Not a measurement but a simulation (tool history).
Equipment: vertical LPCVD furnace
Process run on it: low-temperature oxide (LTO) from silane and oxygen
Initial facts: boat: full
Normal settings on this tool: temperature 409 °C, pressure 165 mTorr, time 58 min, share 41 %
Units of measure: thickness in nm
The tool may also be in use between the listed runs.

run	hour	temperature	pressure	time	share	read-back reference wafer on the same gauge, thickness	thickness
1	0	409	165	58	41	431.11	442.09
2	15.7	409	165	58	41	431.36	441.34
3	47.1	403	165	58	41	431.3	414.97
4	73.1	403	165	58	41	430.8	415.77
5	100.7	409	165	58	41	431.34	441.08
6	129.1	409	165	58	47	431.16	508.84
# hour 153.7: pressure gauge zeroed
7	154.2	409	165	58	47	430.51	508.32
8	158.8	409	165	58	46	431.12	499.92
# hour 159: gauge calibrated
9	172.2	409	165	58	41	430.78	441.97
10	204.9	409	165	58	41	431.37	443.13
# hour 229.4: thermocouples replaced and temperature profile calibrated
11	229.9	409	165	75.5	41	431.26	574.6

What does the tool deliver on the next run?
12	311.1	409	165	58	41	?	?

Run 12 produced read-back reference wafer on the same gauge, thickness 430.79, thickness 445.07 nm.
With the hidden condition absent and the run-to-run variation left alone, this run would have shown thickness 445.07 nm.
